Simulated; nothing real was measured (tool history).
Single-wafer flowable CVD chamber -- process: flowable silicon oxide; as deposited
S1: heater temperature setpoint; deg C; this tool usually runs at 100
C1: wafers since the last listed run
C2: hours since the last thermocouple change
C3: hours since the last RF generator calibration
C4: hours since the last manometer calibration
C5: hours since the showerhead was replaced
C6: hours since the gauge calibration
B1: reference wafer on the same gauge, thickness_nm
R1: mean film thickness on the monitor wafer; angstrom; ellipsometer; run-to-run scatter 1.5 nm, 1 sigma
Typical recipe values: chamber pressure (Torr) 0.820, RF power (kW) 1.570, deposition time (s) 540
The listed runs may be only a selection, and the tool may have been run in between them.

{"run": 1, "hour": 0.0, "S1": 100, "chamber pressure (Torr)": 0.82, "RF power (kW)": 1.57, "deposition time (s)": 540, "C1": 0, "C2": 2900.4, "C3": 1338.3, "C4": 2104.9, "C5": 3176.6, "C6": 32.9, "B1": 320.365, "R1": 3337.7}
{"run": 2, "hour": 30.3, "S1": 100, "chamber pressure (Torr)": 0.82, "RF power (kW)": 1.57, "deposition time (s)": 601, "C1": 109, "C2": 2930.7, "C3": 1368.6, "C4": 2135.2, "C5": 3206.9, "C6": 63.2, "B1": 319.913, "R1": 3717.75}
{"run": 3, "hour": 53.5, "S1": 100, "chamber pressure (Torr)": 0.82, "RF power (kW)": 1.57, "deposition time (s)": 601, "C1": 84, "C2": 2953.9, "C3": 1391.8, "C4": 2158.4, "C5": 3230.1, "C6": 86.4, "B1": 319.763, "R1": 3721.24}
{"run": 4, "hour": 83.7, "S1": 100, "chamber pressure (Torr)": 0.82, "RF power (kW)": 1.57, "deposition time (s)": 601, "C1": 109, "C2": 2984.1, "C3": 1422.0, "C4": 2188.6, "C5": 3260.3, "C6": 116.6, "B1": 319.72, "R1": 3710.26}
{"run": 5, "hour": 112.2, "S1": 100, "chamber pressure (Torr)": 0.82, "RF power (kW)": 1.57, "deposition time (s)": 540, "C1": 103, "C2": 3012.6, "C3": 1450.5, "C4": 2217.1, "C5": 3288.8, "C6": 145.1, "B1": 320.055, "R1": 3324.09}
{"run": 6, "hour": 127.6, "S1": 100, "chamber pressure (Torr)": 0.82, "RF power (kW)": 1.57, "deposition time (s)": 540, "C1": 55, "C2": 3028.0, "C3": 1465.9, "C4": 2232.5, "C5": 3304.2, "C6": 160.5, "B1": 320.499, "R1": 3332.96}
{"run": 7, "hour": 148.6, "S1": 100, "chamber pressure (Torr)": 0.82, "RF power (kW)": 1.57, "deposition time (s)": 540, "C1": 76, "C2": 3049.0, "C3": 1486.9, "C4": 2253.5, "C5": 3325.2, "C6": 181.5, "B1": 320.233, "R1": 3321.27}
{"run": 8, "hour": 178.6, "S1": 100, "chamber pressure (Torr)": 0.82, "RF power (kW)": 1.57, "deposition time (s)": 540, "C1": 108, "C2": 3079.0, "C3": 1516.9, "C4": 2283.5, "C5": 3355.2, "C6": 211.5, "B1": 319.38, "R1": 3314.65}
{"run": 9, "hour": 191.9, "S1": 100, "chamber pressure (Torr)": 0.82, "RF power (kW)": 1.57, "deposition time (s)": 586, "C1": 48, "C2": 3092.3, "C3": 1530.2, "C4": 2296.8, "C5": 3368.5, "C6": 224.8, "B1": 319.449, "R1": 3588.47}
{"run": 10, "hour": 218.5, "S1": 100, "chamber pressure (Torr)": 0.82, "RF power (kW)": 1.35, "deposition time (s)": 562, "C1": 96, "C2": 3118.9, "C3": 1556.8, "C4": 2323.4, "C5": 3395.1, "C6": 251.4, "B1": 319.903, "R1": 3315.49}
{"hour": 227.8, "done": "capacitance manometer re-zeroed and calibrated"}
{"hour": 255.3, "done": "thermocouple changed; heater temperature recalibrated"}
{"run": 11, "hour": 255.8, "S1": 100, "chamber pressure (Torr)": 0.82, "RF power (kW)": 1.35, "deposition time (s)": 562, "C1": 77, "C2": 0.5, "C3": 1594.1, "C4": 28.0, "C5": 3432.4, "C6": 288.7, "B1": 320.184, "R1": 3480.06}
{"run": 12, "hour": 271.2, "S1": 100, "chamber pressure (Torr)": 0.82, "RF power (kW)": 1.57, "deposition time (s)": 540, "C1": 55, "C2": 15.9, "C3": 1609.5, "C4": 43.4, "C5": 3447.8, "C6": 304.1, "B1": 319.948, "R1": 3464.48}
{"run": 13, "hour": 288.6, "S1": 100, "chamber pressure (Torr)": 0.82, "RF power (kW)": 1.57, "deposition time (s)": 540, "C1": 63, "C2": 33.3, "C3": 1626.9, "C4": 60.8, "C5": 3465.2, "C6": 321.5, "B1": 319.721, "R1": 3440.32}
{"run": 14, "hour": 317.3, "S1": 113, "chamber pressure (Torr)": 0.616, "RF power (kW)": 1.75, "deposition time (s)": 639, "C1": 103, "C2": 62.0, "C3": 1655.6, "C4": 89.5, "C5": 3493.9, "C6": 350.2, "B1": 320.402, "R1": 1952.65}
{"run": 15, "hour": 339.0, "S1": 100, "chamber pressure (Torr)": 0.82, "RF power (kW)": 1.57, "deposition time (s)": 540, "C1": 78, "C2": 83.7, "C3": 1677.3, "C4": 111.2, "C5": 3515.6, "C6": 371.9, "B1": 319.923, "R1": 3472.99}
{"run": 16, "hour": 353.5, "S1": 86, "chamber pressure (Torr)": 1.016, "RF power (kW)": 1.57, "deposition time (s)": 540, "C1": 52, "C2": 98.2, "C3": 1691.8, "C4": 125.7, "C5": 3530.1, "C6": 386.4, "B1": 320.54, "R1": 7131.03}
{"hour": 365.1, "done": "RF generator calibrated"}
{"hour": 365.4, "done": "showerhead replaced"}
{"run": 17, "hour": 413.2, "S1": 89, "chamber pressure (Torr)": 0.82, "RF power (kW)": 1.57, "deposition time (s)": 615, "C1": 186, "C2": 157.9, "C3": 48.1, "C4": 185.4, "C5": 47.8, "C6": 446.1, "B1": 320.534, "R1": 5952.36}
{"run": 18, "hour": 425.9, "S1": 113, "chamber pressure (Torr)": 0.927, "RF power (kW)": 1.57, "deposition time (s)": 540, "C1": 46, "C2": 170.6, "C3": 60.8, "C4": 198.1, "C5": 60.5, "C6": 458.8, "B1": 319.823, "R1": 2417.88}
{"hour": 426.4, "done": "gauge calibrated"}
{"run": 19, "hour": 444.0, "S1": 104, "chamber pressure (Torr)": 0.764, "RF power (kW)": 1.69, "deposition time (s)": 614, "C1": 65, "C2": 188.7, "C3": 78.9, "C4": 216.2, "C5": 78.6, "C6": 17.6, "B1": 319.457, "R1": 3211.32}
{"run": 20, "hour": 473.0, "S1": 100, "chamber pressure (Torr)": 0.82, "RF power (kW)": 1.81, "deposition time (s)": 622, "C1": 105, "C2": 217.7, "C3": 107.9, "C4": 245.2, "C5": 107.6, "C6": 46.6, "B1": 319.772, "R1": 4142.21}
{"run": 21, "hour": 495.2, "S1": 100, "chamber pressure (Torr)": 0.911, "RF power (kW)": 1.8, "deposition time (s)": 584, "C1": 80, "C2": 239.9, "C3": 130.1, "C4": 267.4, "C5": 129.8, "C6": 68.8, "B1": 320.801, "R1": 4273.2}
{"run": 22, "hour": 527.5, "S1": 86, "chamber pressure (Torr)": 0.702, "RF power (kW)": 1.775, "deposition time (s)": 593, "C1": 117, "C2": 272.2, "C3": 162.4, "C4": 299.7, "C5": 162.1, "C6": 101.1, "B1": 319.43, "R1": 5583.53}
{"run": 23, "hour": 558.6, "S1": 92, "chamber pressure (Torr)": 0.914, "RF power (kW)": 1.485, "deposition time (s)": 638, "C1": 112, "C2": 303.3, "C3": 193.5, "C4": 330.8, "C5": 193.2, "C6": 132.2, "B1": 319.591, "R1": 6140.59}
{"run": 24, "hour": 584.4, "S1": 100, "chamber pressure (Torr)": 0.82, "RF power (kW)": 1.57, "deposition time (s)": 601, "C1": 93, "C2": 329.1, "C3": 219.3, "C4": 356.6, "C5": 219.0, "C6": 158.0, "B1": 320.097, "R1": 3858.69}
{"run": 25, "hour": 606.1, "S1": 96, "chamber pressure (Torr)": 0.764, "RF power (kW)": 1.77, "deposition time (s)": 447, "C1": 78, "C2": 350.8, "C3": 241.0, "C4": 378.3, "C5": 240.7, "C6": 179.7, "B1": 320.095, "R1": 3167.27}

Across each entry between runs, compare the hidden state at the last listed run before it with the hidden state at the first listed run after it:
In the gap between runs 10 and 11: capacitance manometer re-zeroed and calibrated (hour 227.8); thermocouple changed; heater temperature recalibrated (hour 255.3)
  true pressure above the setpoint (%): -6.28 -> -1.38
  what was measured, less what the result would be without the hidden state, R1: -223.21 -> -48.57 angstrom
In the gap between runs 16 and 17: RF generator calibrated (hour 365.1); showerhead replaced (hour 365.4)
  true pressure above the setpoint (%): -1.4 -> -1.42
  what was measured, less what the result would be without the hidden state, R1: -95.92 -> -85.40 angstrom
In the gap between runs 18 and 19: gauge calibrated (hour 426.4)
  the hidden state is the same at both runs
  what was measured, less what the result would be without the hidden state, R1: -33.15 -> -47.94 angstrom
